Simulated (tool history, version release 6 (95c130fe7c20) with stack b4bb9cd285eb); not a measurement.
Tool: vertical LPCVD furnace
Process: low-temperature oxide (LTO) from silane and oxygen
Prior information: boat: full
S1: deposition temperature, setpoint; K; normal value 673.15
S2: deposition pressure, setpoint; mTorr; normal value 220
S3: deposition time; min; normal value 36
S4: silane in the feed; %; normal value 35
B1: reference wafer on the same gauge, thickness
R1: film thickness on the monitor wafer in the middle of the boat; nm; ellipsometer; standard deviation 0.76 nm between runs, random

run	day	S1	S2	S3	S4	B1	R1
1	0	673.15	220	36	35	304.31	255.59
2	1.367	673.15	220	36	35	304.34	255.88
3	3.629	673.15	220	36	35	304.1	255.57
4	5.8	673.15	220	36	35	303.96	256.53
5	8.058	673.15	220	36	35	304.28	257.26
6	9.421	673.15	220	36	35	304.29	255.91
7	10.838	673.15	220	36	35	304.49	256.53
8	12.567	673.15	220	36	31	303.57	215.82
# day 13.758: gauge calibrated
9	13.775	673.15	220	36	35	303.61	256.19
10	16.3	673.15	220	36	35	304.33	256.03
# day 19.012: pressure gauge zeroed
11	19.079	676.15	220	26	35	304.38	210.64
12	20.421	676.15	220	26	35	304.06	210.44
13	22.329	673.15	220	36	35	303.67	282.18
14	23.358	673.15	220	36	35	303.58	280.6
15	26.321	673.15	220	36	35	304	282.15
# day 28.508: thermocouples replaced and temperature profile calibrated
# day 29.596: pressure gauge zeroed, repeated, since the last time left the tool worse
16	29.617	673.15	220	48.5	35	304.1	355.41
17	30.867	673.15	165	49	35	303.85	269.73
18	32.4	673.15	220	36	39	304.05	303.54
19	33.521	684.15	220	36	29	303.98	230.83
# day 35.504: silane flow controller replaced
20	36.054	662.15	220	27.5	30	304.04	142.42
21	37.504	669.15	255	46	33	304.22	345.28
22	39.258	673.15	220	36	35	303.92	263.81
23	41.792	682.15	195	23	41	303.89	199.73
24	43.054	673.15	220	36	35	304.24	263.4
25	44.217	665.15	220	47.5	38	303.78	352.35
26	45.867	663.15	260	28	38	303.92	239.35
27	47.125	673.15	185	40.5	35	304.33	247.42
28	48.454	673.15	220	36	35	304.14	264.39
29	51.025	673.15	235	23	35	304.03	179.08
30	53.896	673.15	220	43.5	35	304.35	317.44
31	55.496	673.15	220	36	29	304.25	201.58

What if the next run were any one of these 4? Each begins from the tool's condition after run 31:
A	55.654	673.15	220	36	35	?	?
B	55.654	666.15	255	24	35	?	?
C	55.654	681.15	220	36	42	?	?
D	55.654	673.15	220	36	32	?	?

run	B1	R1
A	304.25	261.86
B	304.25	186.87
C	304.25	357.43
D	304.25	231.49
Take away the tool's hidden state, keep each run's random variation, and the runs would have read:
run	R1
A	265.23
B	188.94
C	362.04
D	234.47
